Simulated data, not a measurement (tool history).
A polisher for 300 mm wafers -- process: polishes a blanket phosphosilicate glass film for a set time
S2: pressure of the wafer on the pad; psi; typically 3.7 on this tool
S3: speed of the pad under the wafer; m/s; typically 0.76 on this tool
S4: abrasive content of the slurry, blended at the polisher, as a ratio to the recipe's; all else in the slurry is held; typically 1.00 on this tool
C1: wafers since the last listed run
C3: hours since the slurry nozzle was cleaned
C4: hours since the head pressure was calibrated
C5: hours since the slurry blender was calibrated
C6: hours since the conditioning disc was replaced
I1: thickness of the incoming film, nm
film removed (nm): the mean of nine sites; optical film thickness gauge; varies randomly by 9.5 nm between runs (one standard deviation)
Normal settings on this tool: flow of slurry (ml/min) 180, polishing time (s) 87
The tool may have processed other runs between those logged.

Run 1, hour 0.0: usual settings; C1 0; wafers polished on this pad 852; C3 50.1; C4 736.7; C5 40.2; C6 69.7; I1 2354.0. Result: film removed (nm) 674.5.
At hour 38.2: head pressure recalibrated.
Run 2, hour 71.7: usual settings; C1 745; wafers polished on this pad 1597; C3 121.8; C4 33.5; C5 111.9; C6 141.4; I1 2371.9. Result: film removed (nm) 631.3.
Run 3, hour 106.5: usual settings but S4 0.85, polishing time (s) 106; C1 371; wafers polished on this pad 1969; C3 156.6; C4 68.3; C5 146.7; C6 176.2; I1 2394.0. Result: film removed (nm) 725.8.
Run 4, hour 218.8: usual settings but S3 0.70 m/s; C1 1200; wafers polished on this pad 3170; C3 268.9; C4 180.6; C5 259.0; C6 288.5; I1 2367.1. Result: film removed (nm) 590.8.
Run 5, hour 258.0: usual settings but S3 0.70 m/s; C1 419; wafers polished on this pad 3589; C3 308.1; C4 219.8; C5 298.2; C6 327.7; I1 2346.3. Result: film removed (nm) 585.9.
Run 6, hour 301.6: usual settings but flow of slurry (ml/min) 220, S4 1.10; C1 466; wafers polished on this pad 4055; C3 351.7; C4 263.4; C5 341.8; C6 371.3; I1 2375.2. Result: film removed (nm) 637.7.
At hour 346.3: conditioning disc replaced and pad reconditioned.
Run 7, hour 356.1: usual settings but S3 0.84 m/s; C1 561; wafers polished on this pad 4616; C3 406.2; C4 317.9; C5 396.3; C6 9.8; I1 2352.7. Result: film removed (nm) 648.7.
Run 8, hour 392.3: usual settings but S2 4.3 psi, S3 0.54 m/s; C1 386; wafers polished on this pad 5003; C3 442.4; C4 354.1; C5 432.5; C6 46.0; I1 2344.6. Result: film removed (nm) 515.8.
At hour 405.8: slurry blender recalibrated.
At hour 411.8: worn pad replaced by a new one.
At hour 429.2: slurry nozzle cleaned.
Run 9, hour 446.8: usual settings; C1 507; wafers polished on this pad 363; C3 17.6; C4 408.6; C5 41.0; C6 100.5; I1 2329.6. Result: film removed (nm) 645.9.
Run 10, hour 488.2: usual settings but flow of slurry (ml/min) 200, polishing time (s) 72; C1 442; wafers polished on this pad 806; C3 59.0; C4 450.0; C5 82.4; C6 141.9; I1 2320.5. Result: film removed (nm) 541.9.
Run 11, hour 525.0: usual settings but S3 0.60 m/s; C1 393; wafers polished on this pad 1199; C3 95.8; C4 486.8; C5 119.2; C6 178.7; I1 2349.9. Result: film removed (nm) 551.2.
Run 12, hour 569.8: usual settings but S4 1.30, polishing time (s) 71; C1 478; wafers polished on this pad 1678; C3 140.6; C4 531.6; C5 164.0; C6 223.5; I1 2320.4. Result: film removed (nm) 579.9.
At hour 754.0: conditioning disc replaced and pad reconditioned.
Run 13, hour 775.9: usual settings but flow of slurry (ml/min) 120, S3 0.62 m/s, S4 1.25, polishing time (s) 58; C1 2181; wafers polished on this pad 3859; C3 346.7; C4 737.7; C5 370.1; C6 21.9; I1 2355.6. Result: film removed (nm) 374.4.
At hour 788.9: worn pad replaced by a new one.
Run 14, hour 802.0: usual settings but S2 2.6 psi; C1 236; wafers polished on this pad 139; C3 372.8; C4 763.8; C5 396.2; C6 48.0; I1 2363.9. Result: film removed (nm) 506.0.
Run 15, hour 860.0: usual settings but S3 0.50 m/s, S4 0.85, polishing time (s) 107; C1 619; wafers polished on this pad 759; C3 430.8; C4 821.8; C5 454.2; C6 106.0; I1 2368.4. Result: film removed (nm) 524.4.
Run 16, hour 899.9: usual settings; C1 426; wafers polished on this pad 1186; C3 470.7; C4 861.7; C5 494.1; C6 145.9; I1 2370.9. Result: film removed (nm) 614.9.
At hour 923.4: slurry nozzle cleaned.
At hour 924.2: slurry blender recalibrated.
At hour 939.0: head pressure recalibrated.
Run 17, hour 950.8: usual settings but S4 1.20, polishing time (s) 77; C1 503; wafers polished on this pad 1689; C3 27.4; C4 11.8; C5 26.6; C6 196.8; I1 2369.9. Result: film removed (nm) 618.7.
Run 18, hour 1013.2: usual settings; C1 667; wafers polished on this pad 2356; C3 89.8; C4 74.2; C5 89.0; C6 259.2; I1 2346.9. Result: film removed (nm) 631.8.
Run 19, hour 1058.2: usual settings but flow of slurry (ml/min) 135, S4 1.25, polishing time (s) 95; C1 481; wafers polished on this pad 2837; C3 134.8; C4 119.2; C5 134.0; C6 304.2; I1 2358.0. Result: film removed (nm) 707.5.
Run 20, hour 1087.1: usual settings but S3 0.84 m/s, S4 0.75, polishing time (s) 100; C1 308; wafers polished on this pad 3146; C3 163.7; C4 148.1; C5 162.9; C6 333.1; I1 2346.7. Result: film removed (nm) 681.9.
At hour 1144.3: conditioning disc replaced and pad reconditioned.
Run 21, hour 1148.1: usual settings but S4 0.75, polishing time (s) 106; C1 630; wafers polished on this pad 3777; C3 224.7; C4 209.1; C5 223.9; C6 3.8; I1 2360.7. Result: film removed (nm) 667.8.
Run 22, hour 1182.2: usual settings but S2 2.9 psi, S3 0.96 m/s, S4 0.85; C1 364; wafers polished on this pad 4141; C3 258.8; C4 243.2; C5 258.0; C6 37.9; I1 2369.4. Result: film removed (nm) 592.7.
At hour 1209.2: worn pad replaced by a new one.
Run 23, hour 1209.7: usual settings; C1 251; wafers polished on this pad 5; C3 286.3; C4 270.7; C5 285.5; C6 65.4; I1 2330.9. Result: film removed (nm) 618.1.
Run 24, hour 1246.6: usual settings but S2 2.6 psi, S3 0.88 m/s; C1 394; wafers polished on this pad 400; C3 323.2; C4 307.6; C5 322.4; C6 102.3; I1 2374.7. Result: film removed (nm) 539.6.
Run 25, hour 1307.5: usual settings but S4 0.70, polishing time (s) 78; C1 650; wafers polished on this pad 1051; C3 384.1; C4 368.5; C5 383.3; C6 163.2; I1 2312.0. Result: film removed (nm) 460.3.
At hour 1348.5: slurry blender recalibrated.
At hour 1378.6: slurry nozzle cleaned.
Run 26, hour 1379.4: usual settings but S3 0.90 m/s, S4 1.20, polishing time (s) 102; C1 736; wafers polished on this pad 1787; C3 0.8; C4 440.4; C5 30.9; C6 235.1; I1 2343.2. Result: film removed (nm) 935.4.

Hidden condition of the tool, last listed run before each entry between runs versus first listed run after:
Logged between run 1 and run 2: head pressure recalibrated (hour 38.2)
  slurry flow missing at the pad, %: 0.657 -> 3.21; deviation of the head's pressure from its setpoint, %: 10.4 -> 0.00722
  measured minus no-state result, film removed (nm): +45.4 -> -3.1
Logged between run 6 and run 7: conditioning disc replaced and pad reconditioned (hour 346.3)
  slurry flow missing at the pad, %: 25.7 -> 34.3; deviation of the head's pressure from its setpoint, %: 1.2 -> 1.75
  measured minus no-state result, film removed (nm): -21.7 -> -42.6
Logged between run 8 and run 9: slurry blender recalibrated (hour 405.8); worn pad replaced by a new one (hour 411.8); slurry nozzle cleaned (hour 429.2)
  slurry flow missing at the pad, %: 40.6 -> 2.17; deviation of the head's pressure from its setpoint, %: 2.18 -> 2.9
  measured minus no-state result, film removed (nm): -45.1 -> +10.9
Logged between run 12 and run 13: conditioning disc replaced and pad reconditioned (hour 754.0)
  slurry flow missing at the pad, %: 6.19 -> 27; deviation of the head's pressure from its setpoint, %: 4.92 -> 9.48
  measured minus no-state result, film removed (nm): +14.0 -> -5.0
Logged between run 13 and run 14: worn pad replaced by a new one (hour 788.9)
  slurry flow missing at the pad, %: 27 -> 30.9; deviation of the head's pressure from its setpoint, %: 9.48 -> 10.2
  measured minus no-state result, film removed (nm): -5.0 -> +2.1
Logged between run 16 and run 17: slurry nozzle cleaned (hour 923.4); slurry blender recalibrated (hour 924.2); head pressure recalibrated (hour 939.0)
  slurry flow missing at the pad, %: 48 -> 1.16; deviation of the head's pressure from its setpoint, %: 12.9 -> 0.625
  measured minus no-state result, film removed (nm): -28.3 -> +1.7
Logged between run 20 and run 21: conditioning disc replaced and pad reconditioned (hour 1144.3)
  slurry flow missing at the pad, %: 6.55 -> 11.5; deviation of the head's pressure from its setpoint, %: 1.01 -> 1.39
  measured minus no-state result, film removed (nm): -2.2 -> -6.2
Logged between run 22 and run 23: worn pad replaced by a new one (hour 1209.2)
  slurry flow missing at the pad, %: 14.9 -> 18; deviation of the head's pressure from its setpoint, %: 1.66 -> 1.9
  measured minus no-state result, film removed (nm): -8.3 -> -11.7
Logged between run 25 and run 26: slurry blender recalibrated (hour 1348.5); slurry nozzle cleaned (hour 1378.6)
  slurry flow missing at the pad, %: 31.5 -> 4.81; deviation of the head's pressure from its setpoint, %: 2.99 -> 4.01
  measured minus no-state result, film removed (nm): -21.8 -> +19.0

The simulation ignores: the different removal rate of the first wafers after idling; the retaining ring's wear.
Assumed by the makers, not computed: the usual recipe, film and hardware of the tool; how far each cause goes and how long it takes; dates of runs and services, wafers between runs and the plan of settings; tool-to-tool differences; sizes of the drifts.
